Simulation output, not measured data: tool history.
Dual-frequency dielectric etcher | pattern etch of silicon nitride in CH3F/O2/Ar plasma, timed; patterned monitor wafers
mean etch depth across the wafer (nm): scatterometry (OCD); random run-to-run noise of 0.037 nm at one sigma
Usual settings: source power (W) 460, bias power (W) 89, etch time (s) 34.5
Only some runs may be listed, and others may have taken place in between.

| run | hour | source power (W) | bias power (W) | etch time (s) | wafers since the last listed run | hours since the last wet clean | hours since the last source power generator calibration | hours since the last bias power generator calibration | hours since the last upper electrode change | hours since the gauge calibration | read-back reference wafer on the same gauge, depth_nm | mean etch depth across the wafer (nm) |
|---|---|---|---|---|---|---|---|---|---|---|---|---|
| 1 | 0.0 | 460 | 89 | 34.5 | 0 | 11.8 | 2621.8 | 2942.8 | 1841.1 | 141.1 | 28.01 | 25.41 |
| 2 | 28.2 | 430 | 89 | 34.5 | 373 | 40.0 | 2650.0 | 2971.0 | 1869.3 | 169.3 | 28.00 | 24.56 |
| 3 | 57.4 | 430 | 89 | 34.5 | 386 | 69.2 | 2679.2 | 3000.2 | 1898.5 | 198.5 | 28.00 | 24.51 |
| 4 | 118.7 | 430 | 89 | 34.5 | 811 | 130.5 | 2740.5 | 3061.5 | 1959.8 | 259.8 | 28.00 | 24.56 |
|  | 185.1 | bias power generator calibrated |
| 5 | 187.0 | 460 | 89 | 27.5 | 851 | 198.8 | 2808.8 | 1.9 | 2028.1 | 328.1 | 27.99 | 20.23 |
|  | 235.6 | upper electrode replaced |
| 6 | 243.6 | 460 | 89 | 27.5 | 431 | 255.4 | 2865.4 | 58.5 | 8.0 | 384.7 | 27.99 | 20.20 |
|  | 280.0 | gauge calibrated |
|  | 283.9 | source power generator calibrated |
| 7 | 294.9 | 460 | 89 | 34.5 | 626 | 306.7 | 11.0 | 109.8 | 59.3 | 14.9 | 28.00 | 24.46 |
| 8 | 343.6 | 460 | 79 | 34.5 | 644 | 355.4 | 59.7 | 158.5 | 108.0 | 63.6 | 28.00 | 23.49 |
| 9 | 409.7 | 520 | 100 | 34.5 | 875 | 421.5 | 125.8 | 224.6 | 174.1 | 129.7 | 28.01 | 27.11 |
|  | 476.4 | wet clean of the chamber |
| 10 | 476.9 | 460 | 70 | 44.0 | 571 | 0.5 | 193.0 | 291.8 | 241.3 | 196.9 | 28.00 | 28.93 |
| 11 | 485.1 | 520 | 82 | 37.5 | 108 | 8.7 | 201.2 | 300.0 | 249.5 | 205.1 | 28.00 | 27.78 |
| 12 | 539.4 | 460 | 89 | 34.5 | 718 | 63.0 | 255.5 | 354.3 | 303.8 | 259.4 | 28.00 | 24.77 |
| 13 | 577.3 | 540 | 102 | 31.0 | 501 | 100.9 | 293.4 | 392.2 | 341.7 | 297.3 | 28.00 | 25.43 |
| 14 | 608.1 | 460 | 89 | 34.5 | 407 | 131.7 | 324.2 | 423.0 | 372.5 | 328.1 | 28.00 | 24.69 |

Here are 5 independent what-if runs from the current tool condition. What would each one return?
| A | 608.5 | 460 | 89 | 34.5 | 5 | 132.1 | 324.6 | 423.4 | 372.9 | 328.5 | ? | ? |
| B | 608.5 | 460 | 79 | 26.5 | 5 | 132.1 | 324.6 | 423.4 | 372.9 | 328.5 | ? | ? |
| C | 608.5 | 380 | 81 | 43.0 | 5 | 132.1 | 324.6 | 423.4 | 372.9 | 328.5 | ? | ? |
| D | 608.5 | 420 | 75 | 28.0 | 5 | 132.1 | 324.6 | 423.4 | 372.9 | 328.5 | ? | ? |
| E | 608.5 | 460 | 95 | 40.5 | 5 | 132.1 | 324.6 | 423.4 | 372.9 | 328.5 | ? | ? |

| run | read-back reference wafer on the same gauge, depth_nm | mean etch depth across the wafer (nm) |
|---|---|---|
| A | 28.00 | 24.67 |
| B | 28.00 | 18.12 |
| C | 28.00 | 26.78 |
| D | 28.00 | 17.90 |
| E | 28.00 | 29.69 |
With no hidden state in the tool, these same runs would have given:
| run | mean etch depth across the wafer (nm) |
|---|---|
| A | 24.79 |
| B | 18.21 |
| C | 26.91 |
| D | 17.98 |
| E | 29.84 |
